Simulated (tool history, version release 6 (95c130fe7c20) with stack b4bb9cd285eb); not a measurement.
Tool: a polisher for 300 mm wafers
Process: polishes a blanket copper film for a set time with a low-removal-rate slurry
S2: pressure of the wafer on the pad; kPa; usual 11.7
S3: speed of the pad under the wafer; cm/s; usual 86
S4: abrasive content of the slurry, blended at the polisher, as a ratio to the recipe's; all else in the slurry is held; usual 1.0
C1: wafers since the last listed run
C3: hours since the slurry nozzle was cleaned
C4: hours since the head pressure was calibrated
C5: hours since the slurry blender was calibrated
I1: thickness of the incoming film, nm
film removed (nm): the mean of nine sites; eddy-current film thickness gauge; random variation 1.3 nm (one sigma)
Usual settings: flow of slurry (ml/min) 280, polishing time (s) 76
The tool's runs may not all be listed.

run 1 day=0.000 | flow_of_slurry_(ml/min)=280 S2=11.7 S3=86 S4=1.0 polishing_time_(s)=76 | C1=0 wafers_polished_on_this_pad=62 C3=511.3 C4=652.4 C5=31.7 | I1=1007.7 | film_removed_(nm)=94.7
run 2 day=0.608 | flow_of_slurry_(ml/min)=280 S2=11.7 S3=86 S4=1.0 polishing_time_(s)=76 | C1=135 wafers_polished_on_this_pad=198 C3=525.9 C4=667.0 C5=46.3 | I1=1006.4 | film_removed_(nm)=93.1
run 3 day=0.971 | flow_of_slurry_(ml/min)=280 S2=11.7 S3=86 S4=1.0 polishing_time_(s)=76 | C1=81 wafers_polished_on_this_pad=279 C3=534.6 C4=675.7 C5=55.0 | I1=992.7 | film_removed_(nm)=94.8
run 4 day=1.392 | flow_of_slurry_(ml/min)=280 S2=11.7 S3=86 S4=1.0 polishing_time_(s)=76 | C1=94 wafers_polished_on_this_pad=373 C3=544.7 C4=685.8 C5=65.1 | I1=1015.1 | film_removed_(nm)=95.6
run 5 day=1.817 | flow_of_slurry_(ml/min)=280 S2=11.7 S3=86 S4=1.0 polishing_time_(s)=76 | C1=94 wafers_polished_on_this_pad=468 C3=554.9 C4=696.0 C5=75.3 | I1=1030.0 | film_removed_(nm)=94.2
run 6 day=2.417 | flow_of_slurry_(ml/min)=280 S2=11.7 S3=86 S4=1.0 polishing_time_(s)=76 | C1=134 wafers_polished_on_this_pad=602 C3=569.3 C4=710.4 C5=89.7 | I1=1010.6 | film_removed_(nm)=94.0
run 7 day=2.950 | flow_of_slurry_(ml/min)=280 S2=11.7 S3=86 S4=1.0 polishing_time_(s)=76 | C1=119 wafers_polished_on_this_pad=721 C3=582.1 C4=723.2 C5=102.5 | I1=1015.4 | film_removed_(nm)=93.6
-- day=3.633 worn pad replaced by a new one
run 8 day=3.654 | flow_of_slurry_(ml/min)=280 S2=11.7 S3=86 S4=1.0 polishing_time_(s)=76 | C1=120 wafers_polished_on_this_pad=4 C3=599.0 C4=740.1 C5=119.4 | I1=1017.9 | film_removed_(nm)=93.7
-- day=3.983 head pressure recalibrated
run 9 day=4.012 | flow_of_slurry_(ml/min)=280 S2=11.7 S3=86 S4=1.0 polishing_time_(s)=76 | C1=61 wafers_polished_on_this_pad=65 C3=607.6 C4=0.7 C5=128.0 | I1=1017.9 | film_removed_(nm)=103.3
run 10 day=4.462 | flow_of_slurry_(ml/min)=280 S2=11.7 S3=86 S4=1.0 polishing_time_(s)=90 | C1=100 wafers_polished_on_this_pad=166 C3=618.4 C4=11.5 C5=138.8 | I1=1009.6 | film_removed_(nm)=123.2
run 11 day=4.883 | flow_of_slurry_(ml/min)=280 S2=11.7 S3=86 S4=1.0 polishing_time_(s)=90 | C1=94 wafers_polished_on_this_pad=260 C3=628.5 C4=21.6 C5=148.9 | I1=994.3 | film_removed_(nm)=122.2

Run 12 comes next. What will it give?
-- day=5.283 slurry blender recalibrated
-- day=5.325 slurry nozzle cleaned
run 12 day=5.617 | flow_of_slurry_(ml/min)=280 S2=11.7 S3=86 S4=0.8 polishing_time_(s)=53 | C1=135 wafers_polished_on_this_pad=396 C3=7.0 C4=39.2 C5=8.0 | I1=996.2 | film_removed_(nm)=?

Run 12 gave film removed (nm) 70.1.
Without the tool's hidden state the same run would have given film removed (nm) 71.6.
